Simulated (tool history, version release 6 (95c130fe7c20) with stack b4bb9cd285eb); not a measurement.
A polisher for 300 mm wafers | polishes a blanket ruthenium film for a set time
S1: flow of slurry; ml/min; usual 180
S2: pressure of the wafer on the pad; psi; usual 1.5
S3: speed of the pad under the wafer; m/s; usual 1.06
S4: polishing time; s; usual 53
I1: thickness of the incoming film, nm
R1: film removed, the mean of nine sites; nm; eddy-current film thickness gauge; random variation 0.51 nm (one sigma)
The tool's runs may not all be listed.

{"run": 1, "hour": 0.0, "S1": 180, "S2": 1.5, "S3": 1.06, "S4": 53, "I1": 632.0, "R1": 38.4}
{"run": 2, "hour": 32.6, "S1": 180, "S2": 1.5, "S3": 1.06, "S4": 53, "I1": 624.9, "R1": 36.9}
{"run": 3, "hour": 51.6, "S1": 180, "S2": 1.5, "S3": 1.06, "S4": 53, "I1": 634.7, "R1": 36.9}
{"run": 4, "hour": 67.0, "S1": 180, "S2": 1.5, "S3": 1.06, "S4": 53, "I1": 638.9, "R1": 36.9}
{"run": 5, "hour": 95.4, "S1": 180, "S2": 1.5, "S3": 1.06, "S4": 53, "I1": 632.4, "R1": 36.0}
{"run": 6, "hour": 132.4, "S1": 180, "S2": 1.5, "S3": 1.18, "S4": 53, "I1": 628.9, "R1": 42.8}
{"run": 7, "hour": 149.3, "S1": 180, "S2": 1.5, "S3": 1.18, "S4": 53, "I1": 637.5, "R1": 42.9}
{"run": 8, "hour": 167.2, "S1": 180, "S2": 1.5, "S3": 1.18, "S4": 53, "I1": 634.5, "R1": 42.0}
{"run": 9, "hour": 196.8, "S1": 180, "S2": 1.5, "S3": 1.24, "S4": 53, "I1": 631.8, "R1": 44.6}
{"run": 10, "hour": 223.0, "S1": 180, "S2": 1.5, "S3": 1.24, "S4": 53, "I1": 636.5, "R1": 42.8}
{"run": 11, "hour": 255.6, "S1": 180, "S2": 1.5, "S3": 1.24, "S4": 53, "I1": 634.1, "R1": 42.2}
{"run": 12, "hour": 281.5, "S1": 180, "S2": 1.5, "S3": 1.06, "S4": 53, "I1": 630.8, "R1": 38.7}
{"run": 13, "hour": 315.8, "S1": 180, "S2": 1.8, "S3": 1.06, "S4": 53, "I1": 637.0, "R1": 43.7}
{"run": 14, "hour": 338.4, "S1": 180, "S2": 1.8, "S3": 1.06, "S4": 53, "I1": 630.5, "R1": 41.9}
{"run": 15, "hour": 368.4, "S1": 180, "S2": 1.8, "S3": 1.06, "S4": 53, "I1": 618.8, "R1": 40.8}
{"run": 16, "hour": 383.9, "S1": 180, "S2": 1.5, "S3": 1.38, "S4": 47, "I1": 632.1, "R1": 41.0}
{"run": 17, "hour": 410.6, "S1": 180, "S2": 1.5, "S3": 1.06, "S4": 53, "I1": 639.9, "R1": 38.8}
{"run": 18, "hour": 441.8, "S1": 180, "S2": 1.5, "S3": 1.06, "S4": 53, "I1": 623.6, "R1": 38.4}
{"run": 19, "hour": 463.1, "S1": 180, "S2": 1.5, "S3": 1.06, "S4": 53, "I1": 635.8, "R1": 37.9}
{"run": 20, "hour": 495.8, "S1": 180, "S2": 1.5, "S3": 1.32, "S4": 53, "I1": 625.5, "R1": 42.4}
{"run": 21, "hour": 510.1, "S1": 180, "S2": 1.5, "S3": 0.86, "S4": 53, "I1": 637.2, "R1": 31.9}
{"run": 22, "hour": 532.6, "S1": 215, "S2": 1.8, "S3": 1.06, "S4": 69, "I1": 631.4, "R1": 58.0}
{"run": 23, "hour": 567.8, "S1": 180, "S2": 1.5, "S3": 1.06, "S4": 53, "I1": 630.6, "R1": 38.5}
{"run": 24, "hour": 587.4, "S1": 180, "S2": 1.3, "S3": 1.06, "S4": 59, "I1": 634.1, "R1": 36.8}
{"run": 25, "hour": 600.2, "S1": 180, "S2": 1.5, "S3": 1.06, "S4": 58, "I1": 627.5, "R1": 40.1}
{"run": 26, "hour": 615.5, "S1": 225, "S2": 2.0, "S3": 0.94, "S4": 53, "I1": 639.7, "R1": 47.5}
{"run": 27, "hour": 632.3, "S1": 180, "S2": 1.5, "S3": 1.06, "S4": 53, "I1": 625.6, "R1": 36.3}
{"run": 28, "hour": 662.6, "S1": 150, "S2": 1.2, "S3": 0.88, "S4": 59, "I1": 622.4, "R1": 27.7}
{"run": 29, "hour": 685.7, "S1": 180, "S2": 1.5, "S3": 0.84, "S4": 53, "I1": 635.4, "R1": 30.3}
{"run": 30, "hour": 716.3, "S1": 180, "S2": 1.5, "S3": 1.06, "S4": 53, "I1": 621.4, "R1": 38.6}
{"run": 31, "hour": 749.6, "S1": 205, "S2": 1.5, "S3": 0.8, "S4": 53, "I1": 631.1, "R1": 32.3}

Not shown: 9 entries that the log had between the listed runs. Between which runs, and how does the tool's hidden state differ before and after?
Between runs 5 and 6: worn pad replaced by a new one (hour 131.9)
  removal rate lost through wear of the pad, %: 9.71 -> 0.904
  measured less the result without the state, R1: -3.9 -> -0.4 nm
Between runs 7 and 8: slurry nozzle cleaned (hour 155.5)
  removal rate lost through wear of the pad, %: 2.05 -> 3.25
  measured less the result without the state, R1: -0.9 -> -1.4 nm
Between runs 10 and 11: head pressure recalibrated (hour 250.6)
  removal rate lost through wear of the pad, %: 7.02 -> 9.22
  measured less the result without the state, R1: -3.3 -> -4.3 nm
Between runs 11 and 12: worn pad replaced by a new one (hour 280.5)
  removal rate lost through wear of the pad, %: 9.22 -> 2.35
  measured less the result without the state, R1: -4.3 -> -0.9 nm
Between runs 16 and 17: slurry nozzle cleaned (hour 392.4); worn pad replaced by a new one, of another model than before (hour 410.1)
  removal rate lost through wear of the pad, %: 9.26 -> 0.0378
  measured less the result without the state, R1: -4.2 -> +0.0 nm
Between runs 22 and 23: worn pad replaced by a new one (hour 552.2)
  removal rate lost through wear of the pad, %: 8.28 -> 2.6
  measured less the result without the state, R1: -5.2 -> -1.1 nm
Between runs 27 and 28: slurry nozzle cleaned (hour 646.6)
  removal rate lost through wear of the pad, %: 6.96 -> 9.01
  measured less the result without the state, R1: -2.7 -> -2.7 nm
Between runs 29 and 30: worn pad replaced by a new one (hour 697.6)
  removal rate lost through wear of the pad, %: 10.6 -> 2.43
  measured less the result without the state, R1: -3.6 -> -0.9 nm
